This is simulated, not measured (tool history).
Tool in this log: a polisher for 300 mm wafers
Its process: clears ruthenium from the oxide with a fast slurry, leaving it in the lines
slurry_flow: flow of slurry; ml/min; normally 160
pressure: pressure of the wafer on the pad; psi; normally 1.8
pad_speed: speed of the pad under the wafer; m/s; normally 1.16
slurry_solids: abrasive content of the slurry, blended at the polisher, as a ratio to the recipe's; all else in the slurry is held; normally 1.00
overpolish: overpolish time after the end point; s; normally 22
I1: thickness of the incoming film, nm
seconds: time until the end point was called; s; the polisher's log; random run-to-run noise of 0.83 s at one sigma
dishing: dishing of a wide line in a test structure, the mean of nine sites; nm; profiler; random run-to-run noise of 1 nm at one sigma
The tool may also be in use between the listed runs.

run 1 hour=0.0 | slurry_flow=160 pressure=1.8 pad_speed=0.94 slurry_solids=1.00 overpolish=15 | I1=289.0 | seconds=95.9 dishing=35.2
run 2 hour=12.2 | slurry_flow=160 pressure=1.8 pad_speed=0.94 slurry_solids=1.00 overpolish=15 | I1=295.4 | seconds=97.8 dishing=34.3
run 3 hour=21.0 | slurry_flow=160 pressure=1.8 pad_speed=1.16 slurry_solids=1.00 overpolish=22 | I1=287.6 | seconds=76.9 dishing=58.2
-- hour=28.0 slurry blender recalibrated
run 4 hour=28.5 | slurry_flow=160 pressure=1.8 pad_speed=1.16 slurry_solids=1.00 overpolish=22 | I1=296.3 | seconds=76.6 dishing=60.9
run 5 hour=42.4 | slurry_flow=160 pressure=1.8 pad_speed=1.16 slurry_solids=1.00 overpolish=22 | I1=287.6 | seconds=74.1 dishing=62.2
run 6 hour=60.3 | slurry_flow=160 pressure=1.8 pad_speed=1.16 slurry_solids=1.00 overpolish=22 | I1=294.0 | seconds=77.3 dishing=61.3
run 7 hour=71.5 | slurry_flow=160 pressure=1.8 pad_speed=1.16 slurry_solids=1.00 overpolish=22 | I1=292.3 | seconds=77.8 dishing=59.3
run 8 hour=83.9 | slurry_flow=160 pressure=1.8 pad_speed=1.16 slurry_solids=1.00 overpolish=19 | I1=289.0 | seconds=74.6 dishing=52.4
run 9 hour=91.8 | slurry_flow=160 pressure=1.8 pad_speed=1.16 slurry_solids=1.00 overpolish=19 | I1=296.6 | seconds=78.8 dishing=53.1
run 10 hour=98.1 | slurry_flow=160 pressure=1.8 pad_speed=1.16 slurry_solids=1.00 overpolish=19 | I1=288.8 | seconds=78.4 dishing=53.5
run 11 hour=106.9 | slurry_flow=140 pressure=1.8 pad_speed=1.16 slurry_solids=1.00 overpolish=22 | I1=289.6 | seconds=78.6 dishing=58.1
run 12 hour=121.9 | slurry_flow=160 pressure=1.8 pad_speed=1.16 slurry_solids=1.15 overpolish=17 | I1=292.4 | seconds=74.2 dishing=47.8
run 13 hour=130.9 | slurry_flow=160 pressure=1.8 pad_speed=1.16 slurry_solids=1.00 overpolish=22 | I1=293.2 | seconds=80.1 dishing=59.0
-- hour=138.7 head pressure recalibrated
run 14 hour=145.7 | slurry_flow=185 pressure=1.8 pad_speed=1.16 slurry_solids=1.00 overpolish=22 | I1=290.5 | seconds=76.5 dishing=59.6
-- hour=150.8 slurry nozzle cleaned
run 15 hour=152.1 | slurry_flow=195 pressure=1.8 pad_speed=1.44 slurry_solids=0.85 overpolish=16 | I1=295.2 | seconds=66.5 dishing=53.4
-- hour=157.1 slurry blender recalibrated
run 16 hour=158.5 | slurry_flow=175 pressure=1.8 pad_speed=1.16 slurry_solids=1.00 overpolish=22 | I1=291.6 | seconds=74.2 dishing=61.9
-- hour=166.7 worn pad replaced by a new one
run 17 hour=174.0 | slurry_flow=160 pressure=1.8 pad_speed=1.16 slurry_solids=1.00 overpolish=22 | I1=287.4 | seconds=72.5 dishing=60.2
run 18 hour=185.0 | slurry_flow=130 pressure=2.2 pad_speed=1.16 slurry_solids=1.10 overpolish=22 | I1=285.2 | seconds=60.7 dishing=72.1
run 19 hour=194.3 | slurry_flow=160 pressure=1.8 pad_speed=1.16 slurry_solids=1.15 overpolish=17 | I1=293.2 | seconds=71.6 dishing=51.2
run 20 hour=206.8 | slurry_flow=160 pressure=1.8 pad_speed=1.16 slurry_solids=1.00 overpolish=22 | I1=291.8 | seconds=75.3 dishing=58.8
run 21 hour=216.6 | slurry_flow=125 pressure=1.8 pad_speed=1.16 slurry_solids=1.00 overpolish=22 | I1=294.7 | seconds=81.1 dishing=58.6
run 22 hour=223.6 | slurry_flow=160 pressure=1.8 pad_speed=1.16 slurry_solids=1.00 overpolish=22 | I1=292.1 | seconds=78.7 dishing=60.3
run 23 hour=240.9 | slurry_flow=185 pressure=1.8 pad_speed=1.54 slurry_solids=1.10 overpolish=12 | I1=294.4 | seconds=56.2 dishing=46.7

What if the next run were any one of these 3? Each begins from the tool's condition after run 23:
run A hour=241.4 | slurry_flow=160 pressure=1.8 pad_speed=1.16 slurry_solids=1.00 overpolish=22 | I1=295.1 | seconds=? dishing=?
run B hour=241.4 | slurry_flow=160 pressure=1.4 pad_speed=0.90 slurry_solids=1.25 overpolish=22 | I1=295.1 | seconds=? dishing=?
run C hour=241.4 | slurry_flow=200 pressure=1.6 pad_speed=1.16 slurry_solids=1.10 overpolish=12 | I1=295.1 | seconds=? dishing=?

run=A seconds=78.0 dishing=58.7
run=B seconds=120.4 dishing=40.0
run=C seconds=82.3 dishing=32.6
With no hidden state in the tool, these same runs would have given:
run=A seconds=74.5 dishing=61.1
run=B seconds=115.3 dishing=41.6
run=C seconds=78.7 dishing=34.0
